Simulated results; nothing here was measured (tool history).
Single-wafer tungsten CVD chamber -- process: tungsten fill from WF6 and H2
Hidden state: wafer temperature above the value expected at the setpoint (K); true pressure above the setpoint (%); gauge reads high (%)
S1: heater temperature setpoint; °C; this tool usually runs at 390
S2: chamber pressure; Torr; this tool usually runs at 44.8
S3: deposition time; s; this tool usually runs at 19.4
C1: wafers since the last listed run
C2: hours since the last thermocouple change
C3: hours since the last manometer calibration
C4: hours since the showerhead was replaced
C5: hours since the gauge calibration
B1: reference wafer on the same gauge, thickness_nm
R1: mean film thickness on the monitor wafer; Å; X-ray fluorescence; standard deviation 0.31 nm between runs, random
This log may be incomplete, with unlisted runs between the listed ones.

{"run": 1, "day": 0.0, "S1": 390, "S2": 44.8, "S3": 17, "C1": 0, "C2": 690.1, "C3": 1578, "C4": 5676.9, "C5": 28.7, "B1": 58.78, "R1": 462.86}
{"run": 2, "day": 2.221, "S1": 394, "S2": 52.1, "S3": 19.4, "C1": 1161, "C2": 743.4, "C3": 1631.3, "C4": 5730.2, "C5": 82, "B1": 58.848, "R1": 613.98}
{"run": 3, "day": 4.254, "S1": 394, "S2": 52.1, "S3": 19.4, "C1": 1063, "C2": 792.2, "C3": 1680.1, "C4": 5779, "C5": 130.8, "B1": 58.726, "R1": 614.62}
{"run": 4, "day": 6.117, "S1": 394, "S2": 52.1, "S3": 19.4, "C1": 973, "C2": 836.9, "C3": 1724.8, "C4": 5823.7, "C5": 175.5, "B1": 58.907, "R1": 611.62}
{"run": 5, "day": 8.292, "S1": 390, "S2": 44.8, "S3": 19.4, "C1": 1137, "C2": 889.1, "C3": 1777, "C4": 5875.9, "C5": 227.7, "B1": 58.697, "R1": 526.5}
{"run": 6, "day": 9.617, "S1": 390, "S2": 44.8, "S3": 21.3, "C1": 692, "C2": 920.9, "C3": 1808.8, "C4": 5907.7, "C5": 259.5, "B1": 58.751, "R1": 584.07}
{"run": 7, "day": 11.596, "S1": 390, "S2": 44.8, "S3": 21.3, "C1": 1034, "C2": 968.4, "C3": 1856.3, "C4": 5955.2, "C5": 307, "B1": 58.77, "R1": 574.82}
{"run": 8, "day": 13.9, "S1": 390, "S2": 44.8, "S3": 19.4, "C1": 1204, "C2": 1023.7, "C3": 1911.6, "C4": 6010.5, "C5": 362.3, "B1": 58.797, "R1": 530.25}
{"run": 9, "day": 16.058, "S1": 390, "S2": 44.8, "S3": 19.4, "C1": 1128, "C2": 1075.5, "C3": 1963.4, "C4": 6062.3, "C5": 414.1, "B1": 59.038, "R1": 522.83}
{"run": 10, "day": 17.271, "S1": 390, "S2": 44.8, "S3": 19.4, "C1": 633, "C2": 1104.6, "C3": 1992.5, "C4": 6091.4, "C5": 443.2, "B1": 58.639, "R1": 528.38}
{"day": 19.058, "done": "showerhead replaced"}
{"day": 19.146, "done": "thermocouple changed; heater temperature recalibrated"}
{"run": 11, "day": 19.792, "S1": 390, "S2": 44.8, "S3": 19.4, "C1": 1098, "C2": 15.5, "C3": 2053, "C4": 17.6, "C5": 503.7, "B1": 58.69, "R1": 523}
{"run": 12, "day": 25.946, "S1": 390, "S2": 44.8, "S3": 19.4, "C1": 3217, "C2": 163.2, "C3": 2200.7, "C4": 165.3, "C5": 651.4, "B1": 58.861, "R1": 520.07}
{"run": 13, "day": 28.362, "S1": 390, "S2": 44.8, "S3": 16.5, "C1": 1263, "C2": 221.2, "C3": 2258.7, "C4": 223.3, "C5": 709.4, "B1": 58.799, "R1": 445.52}
{"run": 14, "day": 29.646, "S1": 390, "S2": 44.8, "S3": 19.4, "C1": 670, "C2": 252, "C3": 2289.5, "C4": 254.1, "C5": 740.2, "B1": 58.622, "R1": 521.67}
{"run": 15, "day": 32.296, "S1": 385, "S2": 44.8, "S3": 19.4, "C1": 1385, "C2": 315.6, "C3": 2353.1, "C4": 317.7, "C5": 803.8, "B1": 58.658, "R1": 474.5}
{"day": 33.217, "done": "gauge calibrated"}
{"run": 16, "day": 34.0, "S1": 384, "S2": 44.8, "S3": 17.5, "C1": 891, "C2": 356.5, "C3": 2394, "C4": 358.6, "C5": 18.8, "B1": 58.685, "R1": 420.82}
{"run": 17, "day": 35.296, "S1": 390, "S2": 39.2, "S3": 19.4, "C1": 677, "C2": 387.6, "C3": 2425.1, "C4": 389.7, "C5": 49.9, "B1": 58.821, "R1": 485.71}
{"day": 36.062, "done": "capacitance manometer re-zeroed and calibrated"}
{"run": 18, "day": 38.221, "S1": 390, "S2": 44.8, "S3": 19.4, "C1": 1355, "C2": 457.8, "C3": 51.8, "C4": 459.9, "C5": 120.1, "B1": 58.865, "R1": 525.37}
{"run": 19, "day": 41.171, "S1": 385, "S2": 37.3, "S3": 17.7, "C1": 1542, "C2": 528.6, "C3": 122.6, "C4": 530.7, "C5": 190.9, "B1": 58.622, "R1": 394.29}
{"run": 20, "day": 44.029, "S1": 380, "S2": 44.8, "S3": 19.4, "C1": 1494, "C2": 597.2, "C3": 191.2, "C4": 599.3, "C5": 259.5, "B1": 58.877, "R1": 430.26}
{"run": 21, "day": 45.962, "S1": 403, "S2": 53.2, "S3": 20.6, "C1": 1010, "C2": 643.6, "C3": 237.6, "C4": 645.7, "C5": 305.9, "B1": 58.862, "R1": 783.59}
{"run": 22, "day": 47.15, "S1": 390, "S2": 49.2, "S3": 21.6, "C1": 620, "C2": 672.1, "C3": 266.1, "C4": 674.2, "C5": 334.4, "B1": 58.782, "R1": 606.42}

4 options for the next run, each taken on its own from the tool as it stands now. Forecast them:
{"run": "A", "day": 47.167, "S1": 390, "S2": 44.8, "S3": 19.4, "C1": 8, "C2": 672.5, "C3": 266.5, "C4": 674.6, "C5": 334.8, "B1": "?", "R1": "?"}
{"run": "B", "day": 47.167, "S1": 402, "S2": 44.8, "S3": 19.4, "C1": 8, "C2": 672.5, "C3": 266.5, "C4": 674.6, "C5": 334.8, "B1": "?", "R1": "?"}
{"run": "C", "day": 47.167, "S1": 378, "S2": 55.3, "S3": 19.4, "C1": 8, "C2": 672.5, "C3": 266.5, "C4": 674.6, "C5": 334.8, "B1": "?", "R1": "?"}
{"run": "D", "day": 47.167, "S1": 390, "S2": 44.8, "S3": 16, "C1": 8, "C2": 672.5, "C3": 266.5, "C4": 674.6, "C5": 334.8, "B1": "?", "R1": "?"}

run=A B1=58.634 R1=521.09
run=B B1=58.634 R1=654.56
run=C B1=58.634 R1=454.13
run=D B1=58.634 R1=429.4
Stripped of hidden state, with their random variation kept, the same runs would have yielded:
run=A R1=521.09
run=B R1=654.56
run=C R1=454.13
run=D R1=429.4

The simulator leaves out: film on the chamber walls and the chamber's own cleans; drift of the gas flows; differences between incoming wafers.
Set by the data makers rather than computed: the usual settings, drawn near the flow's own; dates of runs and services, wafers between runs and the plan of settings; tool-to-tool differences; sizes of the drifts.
